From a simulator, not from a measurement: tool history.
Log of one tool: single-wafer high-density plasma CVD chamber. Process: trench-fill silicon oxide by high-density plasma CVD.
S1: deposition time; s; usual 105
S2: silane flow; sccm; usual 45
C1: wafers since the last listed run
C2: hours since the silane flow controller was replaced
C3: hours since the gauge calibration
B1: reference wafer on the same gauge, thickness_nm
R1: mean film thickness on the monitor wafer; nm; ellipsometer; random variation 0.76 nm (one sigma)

run,hour,S1,S2,C1,C2,C3,B1,R1
1,0,111,45,0,2848.5,13.5,526.022,461.364
2,21.6,111,45,216,2870.1,35.1,525.872,460.184
3,41.3,105,47,197,2889.8,54.8,526.051,453.109
4,54.2,105,47,129,2902.7,67.7,525.923,454.138
5,79.6,105,45,254,2928.1,93.1,525.906,434.351
6,113.9,105,45,343,2962.4,127.4,526.178,433.002
7,141.5,105,45,276,2990,155,525.944,433.22
# hour 170.5: gauge calibrated
8,171.9,118,53,304,3020.4,1.4,526.038,572.352
9,199.7,118,53,278,3048.2,29.2,526.066,570.895
# hour 231.9: silane flow controller replaced
10,235.3,105,39,276,3.4,64.8,525.882,399.051
11,263.8,105,49,285,31.9,93.3,525.977,501.744
12,280.4,114,39,166,48.5,109.9,526.13,435.404
13,296.7,111,39,163,64.8,126.2,525.913,424.139
14,329.7,105,45,330,97.8,159.2,526.063,460.992
15,357.7,124,42,280,125.8,187.2,525.91,510.295

How the hidden state differs across the entries between the runs, from the last listed run before each to the first after it:
Between runs 7 and 8: gauge calibrated (hour 170.5)
  delivered silane flow above the setpoint (%): -7.16 -> -7.31
  measured less the result without the state, R1: -33.431 -> -45.164 nm
Between runs 9 and 10: silane flow controller replaced (hour 231.9)
  delivered silane flow above the setpoint (%): -7.45 -> -0.94
  measured less the result without the state, R1: -45.971 -> -3.788 nm
